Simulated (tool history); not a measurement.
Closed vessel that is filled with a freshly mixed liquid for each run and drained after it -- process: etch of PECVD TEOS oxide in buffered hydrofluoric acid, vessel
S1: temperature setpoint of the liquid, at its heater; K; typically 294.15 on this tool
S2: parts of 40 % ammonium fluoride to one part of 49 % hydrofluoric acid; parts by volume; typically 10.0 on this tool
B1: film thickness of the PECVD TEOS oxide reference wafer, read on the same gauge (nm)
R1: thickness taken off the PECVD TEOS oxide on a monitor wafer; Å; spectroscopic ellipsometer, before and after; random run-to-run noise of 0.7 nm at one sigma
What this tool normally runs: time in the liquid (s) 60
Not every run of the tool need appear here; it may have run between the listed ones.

run 1 hour=0.0 | S1=296.65 S2=10.0 time_in_the_liquid_(s)=60 | B1=139.97 | R1=1937.0
run 2 hour=133.6 | S1=296.65 S2=10.0 time_in_the_liquid_(s)=60 | B1=139.99 | R1=1914.9
run 3 hour=239.7 | S1=296.65 S2=10.0 time_in_the_liquid_(s)=60 | B1=140.01 | R1=1918.5
run 4 hour=311.2 | S1=294.15 S2=10.0 time_in_the_liquid_(s)=60 | B1=140.01 | R1=1662.5
run 5 hour=408.5 | S1=294.15 S2=10.0 time_in_the_liquid_(s)=60 | B1=140.01 | R1=1651.6
run 6 hour=447.8 | S1=294.15 S2=10.0 time_in_the_liquid_(s)=60 | B1=140.00 | R1=1649.7
run 7 hour=550.8 | S1=294.15 S2=10.0 time_in_the_liquid_(s)=60 | B1=140.00 | R1=1635.9
run 8 hour=617.9 | S1=294.15 S2=10.0 time_in_the_liquid_(s)=60 | B1=139.99 | R1=1633.4
-- hour=657.0 gauge calibrated
run 9 hour=698.7 | S1=294.15 S2=10.0 time_in_the_liquid_(s)=60 | B1=140.00 | R1=1625.0
-- hour=759.4 hydrofluoric acid flow meter replaced
run 10 hour=786.5 | S1=294.15 S2=10.0 time_in_the_liquid_(s)=60 | B1=140.00 | R1=1720.9
run 11 hour=850.6 | S1=295.65 S2=14.0 time_in_the_liquid_(s)=45 | B1=139.99 | R1=1006.0
run 12 hour=952.7 | S1=292.15 S2=11.5 time_in_the_liquid_(s)=60 | B1=139.97 | R1=1324.7
run 13 hour=1003.0 | S1=294.15 S2=12.5 time_in_the_liquid_(s)=50 | B1=140.02 | R1=1145.6
run 14 hour=1104.2 | S1=294.15 S2=10.0 time_in_the_liquid_(s)=30 | B1=140.01 | R1=848.7
-- hour=1119.4 thermometer replaced
run 15 hour=1174.0 | S1=290.15 S2=11.5 time_in_the_liquid_(s)=60 | B1=139.99 | R1=1174.2
run 16 hour=1279.3 | S1=298.15 S2=13.0 time_in_the_liquid_(s)=85 | B1=140.01 | R1=2290.6
run 17 hour=1331.8 | S1=297.15 S2=7.0 time_in_the_liquid_(s)=60 | B1=140.00 | R1=2767.6
run 18 hour=1438.9 | S1=294.15 S2=10.0 time_in_the_liquid_(s)=60 | B1=139.99 | R1=1678.1
run 19 hour=1518.4 | S1=292.15 S2=10.0 time_in_the_liquid_(s)=60 | B1=140.01 | R1=1483.5
run 20 hour=1597.9 | S1=294.15 S2=10.0 time_in_the_liquid_(s)=60 | B1=140.01 | R1=1661.1

Forecast each of these 5 alternatives for the next run:
run A hour=1598.6 | S1=294.15 S2=10.0 time_in_the_liquid_(s)=60 | B1=? | R1=?
run B hour=1598.6 | S1=294.15 S2=13.0 time_in_the_liquid_(s)=75 | B1=? | R1=?
run C hour=1598.6 | S1=292.15 S2=9.0 time_in_the_liquid_(s)=80 | B1=? | R1=?
run D hour=1598.6 | S1=292.15 S2=10.0 time_in_the_liquid_(s)=75 | B1=? | R1=?
run E hour=1598.6 | S1=294.15 S2=10.0 time_in_the_liquid_(s)=90 | B1=? | R1=?

run=A B1=140.01 R1=1665.3
run=B B1=140.01 R1=1610.8
run=C B1=140.01 R1=2155.1
run=D B1=140.01 R1=1861.1
run=E B1=140.01 R1=2498.0
With the hidden condition removed and each run's random variation left untouched, the same runs would have given:
run=A R1=1741.0
run=B R1=1684.4
run=C R1=2217.9
run=D R1=1945.7
run=E R1=2611.5
